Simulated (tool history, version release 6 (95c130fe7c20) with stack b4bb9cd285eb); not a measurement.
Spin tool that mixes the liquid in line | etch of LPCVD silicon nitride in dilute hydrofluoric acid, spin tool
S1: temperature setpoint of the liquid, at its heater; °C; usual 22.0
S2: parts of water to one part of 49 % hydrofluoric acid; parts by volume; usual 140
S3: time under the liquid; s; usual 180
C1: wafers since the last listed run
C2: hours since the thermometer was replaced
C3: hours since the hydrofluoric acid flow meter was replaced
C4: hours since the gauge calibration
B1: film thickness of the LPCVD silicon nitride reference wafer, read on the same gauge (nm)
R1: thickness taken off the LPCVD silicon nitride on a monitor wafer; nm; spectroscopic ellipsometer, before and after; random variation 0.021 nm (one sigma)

run 1 hour=0.0 | S1=22.0 S2=140 S3=180 | C1=0 C2=989.9 C3=2495.7 C4=527.3 | B1=79.981 | R1=0.646
run 2 hour=15.7 | S1=18.0 S2=140 S3=180 | C1=123 C2=1005.6 C3=2511.4 C4=543.0 | B1=79.997 | R1=0.480
run 3 hour=23.3 | S1=18.0 S2=140 S3=180 | C1=59 C2=1013.2 C3=2519.0 C4=550.6 | B1=80.002 | R1=0.496
run 4 hour=37.9 | S1=22.0 S2=140 S3=150 | C1=114 C2=1027.8 C3=2533.6 C4=565.2 | B1=80.000 | R1=0.535
run 5 hour=53.1 | S1=22.0 S2=140 S3=180 | C1=119 C2=1043.0 C3=2548.8 C4=580.4 | B1=80.009 | R1=0.660
-- hour=60.4 hydrofluoric acid flow meter replaced
run 6 hour=64.4 | S1=22.0 S2=140 S3=180 | C1=80 C2=1054.3 C3=4.0 C4=591.7 | B1=80.006 | R1=0.604
run 7 hour=90.9 | S1=22.0 S2=140 S3=180 | C1=207 C2=1080.8 C3=30.5 C4=618.2 | B1=79.994 | R1=0.616
run 8 hour=98.7 | S1=22.0 S2=140 S3=180 | C1=61 C2=1088.6 C3=38.3 C4=626.0 | B1=80.006 | R1=0.652
run 9 hour=115.2 | S1=22.0 S2=140 S3=180 | C1=129 C2=1105.1 C3=54.8 C4=642.5 | B1=79.986 | R1=0.620
run 10 hour=123.0 | S1=20.5 S2=140 S3=80 | C1=61 C2=1112.9 C3=62.6 C4=650.3 | B1=79.998 | R1=0.265
run 11 hour=139.0 | S1=22.0 S2=140 S3=180 | C1=125 C2=1128.9 C3=78.6 C4=666.3 | B1=79.998 | R1=0.659
-- hour=142.2 gauge calibrated
run 12 hour=152.9 | S1=22.0 S2=140 S3=180 | C1=109 C2=1142.8 C3=92.5 C4=10.7 | B1=79.991 | R1=0.637
run 13 hour=197.7 | S1=24.5 S2=175 S3=285 | C1=351 C2=1187.6 C3=137.3 C4=55.5 | B1=79.978 | R1=0.961
run 14 hour=209.3 | S1=22.0 S2=140 S3=180 | C1=91 C2=1199.2 C3=148.9 C4=67.1 | B1=79.980 | R1=0.642
run 15 hour=222.6 | S1=22.0 S2=140 S3=180 | C1=104 C2=1212.5 C3=162.2 C4=80.4 | B1=80.012 | R1=0.629
run 16 hour=234.4 | S1=22.0 S2=140 S3=255 | C1=92 C2=1224.3 C3=174.0 C4=92.2 | B1=80.019 | R1=0.852
run 17 hour=250.0 | S1=22.0 S2=95 S3=180 | C1=122 C2=1239.9 C3=189.6 C4=107.8 | B1=79.982 | R1=0.902
run 18 hour=265.6 | S1=22.0 S2=140 S3=180 | C1=122 C2=1255.5 C3=205.2 C4=123.4 | B1=80.002 | R1=0.628
run 19 hour=283.2 | S1=19.0 S2=80 S3=180 | C1=138 C2=1273.1 C3=222.8 C4=141.0 | B1=79.993 | R1=0.925
run 20 hour=290.1 | S1=20.0 S2=140 S3=130 | C1=54 C2=1280.0 C3=229.7 C4=147.9 | B1=80.012 | R1=0.395
-- hour=300.3 thermometer replaced
run 21 hour=306.6 | S1=26.5 S2=140 S3=180 | C1=121 C2=6.3 C3=246.2 C4=164.4 | B1=80.003 | R1=0.858
run 22 hour=317.8 | S1=22.0 S2=140 S3=180 | C1=87 C2=17.5 C3=257.4 C4=175.6 | B1=80.018 | R1=0.613
run 23 hour=329.9 | S1=22.0 S2=120 S3=210 | C1=94 C2=29.6 C3=269.5 C4=187.7 | B1=80.022 | R1=0.855
run 24 hour=344.6 | S1=23.5 S2=140 S3=285 | C1=115 C2=44.3 C3=284.2 C4=202.4 | B1=80.008 | R1=1.125
run 25 hour=358.4 | S1=22.0 S2=140 S3=180 | C1=108 C2=58.1 C3=298.0 C4=216.2 | B1=79.990 | R1=0.642
run 26 hour=374.9 | S1=19.5 S2=170 S3=130 | C1=129 C2=74.6 C3=314.5 C4=232.7 | B1=79.998 | R1=0.303
run 27 hour=387.4 | S1=20.0 S2=140 S3=180 | C1=98 C2=87.1 C3=327.0 C4=245.2 | B1=80.013 | R1=0.557
run 28 hour=395.9 | S1=24.0 S2=200 S3=220 | C1=66 C2=95.6 C3=335.5 C4=253.7 | B1=79.973 | R1=0.611
run 29 hour=411.9 | S1=22.0 S2=200 S3=180 | C1=125 C2=111.6 C3=351.5 C4=269.7 | B1=79.993 | R1=0.444
run 30 hour=421.1 | S1=22.0 S2=140 S3=180 | C1=72 C2=120.8 C3=360.7 C4=278.9 | B1=80.001 | R1=0.630
run 31 hour=432.6 | S1=24.0 S2=100 S3=180 | C1=90 C2=132.3 C3=372.2 C4=290.4 | B1=79.998 | R1=1.018
run 32 hour=439.8 | S1=22.0 S2=140 S3=180 | C1=56 C2=139.5 C3=379.4 C4=297.6 | B1=79.992 | R1=0.632

5 ways to go on from here, each from the tool as it stands after run 32. What would each give?
run A hour=440.3 | S1=22.0 S2=140 S3=180 | C1=3 C2=140.0 C3=379.9 C4=298.1 | B1=? | R1=?
run B hour=440.3 | S1=22.0 S2=185 S3=150 | C1=3 C2=140.0 C3=379.9 C4=298.1 | B1=? | R1=?
run C hour=440.3 | S1=23.5 S2=140 S3=180 | C1=3 C2=140.0 C3=379.9 C4=298.1 | B1=? | R1=?
run D hour=440.3 | S1=22.0 S2=185 S3=180 | C1=3 C2=140.0 C3=379.9 C4=298.1 | B1=? | R1=?
run E hour=440.3 | S1=22.0 S2=160 S3=245 | C1=3 C2=140.0 C3=379.9 C4=298.1 | B1=? | R1=?

run=A B1=80.013 R1=0.648
run=B B1=80.013 R1=0.411
run=C B1=80.013 R1=0.715
run=D B1=80.013 R1=0.493
run=E B1=80.013 R1=0.774
Without the tool's hidden state the same runs would have given:
run=A R1=0.648
run=B R1=0.411
run=C R1=0.715
run=D R1=0.493
run=E R1=0.774
